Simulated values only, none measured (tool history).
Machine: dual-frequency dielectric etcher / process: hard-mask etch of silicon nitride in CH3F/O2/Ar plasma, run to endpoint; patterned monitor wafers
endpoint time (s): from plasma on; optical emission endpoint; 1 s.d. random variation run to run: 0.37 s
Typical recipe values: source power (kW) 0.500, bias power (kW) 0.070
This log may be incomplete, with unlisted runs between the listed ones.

run	hour	source power (kW)	bias power (kW)	wafers since the last listed run	hours since the last wet clean	hours since the last source power generator calibration	hours since the last bias power generator calibration	hours since the last upper electrode change	incoming incoming film thickness, nm	endpoint time (s)
1	0.0	0.500	0.070	0	224.3	2394.2	3809.5	2497.0	46.62	70.0
2	15.2	0.500	0.080	175	239.5	2409.4	3824.7	2512.2	47.33	68.0
3	33.0	0.500	0.080	205	257.3	2427.2	3842.5	2530.0	47.83	68.8
4	48.3	0.500	0.080	176	272.6	2442.5	3857.8	2545.3	46.95	67.3
5	57.9	0.500	0.070	110	282.2	2452.1	3867.4	2554.9	46.79	69.6
6	71.5	0.570	0.070	156	295.8	2465.7	3881.0	2568.5	46.98	67.0
7	78.9	0.500	0.070	85	303.2	2473.1	3888.4	2575.9	47.19	70.4
8	95.2	0.420	0.070	188	319.5	2489.4	3904.7	2592.2	47.90	75.4
9	102.7	0.420	0.070	86	327.0	2496.9	3912.2	2599.7	47.07	73.3
10	110.1	0.420	0.070	85	334.4	2504.3	3919.6	2607.1	47.00	73.2
11	120.6	0.500	0.070	121	344.9	2514.8	3930.1	2617.6	47.12	69.5
12	127.7	0.500	0.070	81	352.0	2521.9	3937.2	2624.7	47.35	70.6
# hour 152.6: upper electrode replaced
13	153.1	0.500	0.070	16	377.4	2547.3	3962.6	0.5	47.51	70.2
# hour 183.8: bias power generator calibrated
14	185.5	0.500	0.070	327	409.8	2579.7	1.7	32.9	47.03	69.4
15	202.8	0.500	0.070	199	427.1	2597.0	19.0	50.2	46.88	69.1
16	218.6	0.500	0.070	182	442.9	2612.8	34.8	66.0	46.89	68.4
17	242.9	0.500	0.070	280	467.2	2637.1	59.1	90.3	47.36	69.5
18	251.0	0.580	0.070	93	475.3	2645.2	67.2	98.4	47.08	65.5
# hour 279.5: wet clean of the chamber
19	280.0	0.450	0.058	57	0.5	2674.2	96.2	127.4	47.78	78.5
20	280.3	0.500	0.070	3	0.8	2674.5	96.5	127.7	46.73	70.2
21	287.2	0.420	0.081	79	7.7	2681.4	103.4	134.6	47.30	71.8
22	305.1	0.560	0.055	206	25.6	2699.3	121.3	152.5	47.42	74.1
23	319.3	0.400	0.083	163	39.8	2713.5	135.5	166.7	46.95	71.9
24	335.0	0.500	0.052	181	55.5	2729.2	151.2	182.4	46.73	76.3
25	345.1	0.440	0.060	116	65.6	2739.3	161.3	192.5	47.18	77.4
# hour 354.4: source power generator calibrated
26	354.9	0.590	0.055	66	75.4	0.5	171.1	202.3	47.13	72.2
27	368.3	0.590	0.085	154	88.8	13.9	184.5	215.7	46.92	62.6
28	375.0	0.390	0.070	77	95.5	20.6	191.2	222.4	46.63	75.8
29	382.6	0.450	0.063	87	103.1	28.2	198.8	230.0	47.24	75.1
30	398.2	0.500	0.053	179	118.7	43.8	214.4	245.6	47.22	75.7
31	405.8	0.500	0.070	87	126.3	51.4	222.0	253.2	46.66	69.5
32	421.6	0.500	0.070	182	142.1	67.2	237.8	269.0	46.77	70.3
33	436.1	0.500	0.070	167	156.6	81.7	252.3	283.5	47.17	70.4
34	446.0	0.550	0.078	114	166.5	91.6	262.2	293.4	47.40	66.6
35	463.4	0.500	0.062	200	183.9	109.0	279.6	310.8	47.72	74.1
36	471.9	0.450	0.053	98	192.4	117.5	288.1	319.3	47.26	78.5

What if the next run were any one of these 3? Each begins from the tool's condition after run 36:
A	472.3	0.500	0.070	4	192.8	117.9	288.5	319.7	47.43	?
B	472.3	0.390	0.081	4	192.8	117.9	288.5	319.7	47.43	?
C	472.3	0.590	0.076	4	192.8	117.9	288.5	319.7	47.43	?

run	endpoint time (s)
A	70.3
B	72.8
C	65.0
Without the tool's unlogged condition, the same runs would have read:
run	endpoint time (s)
A	71.3
B	73.7
C	65.9
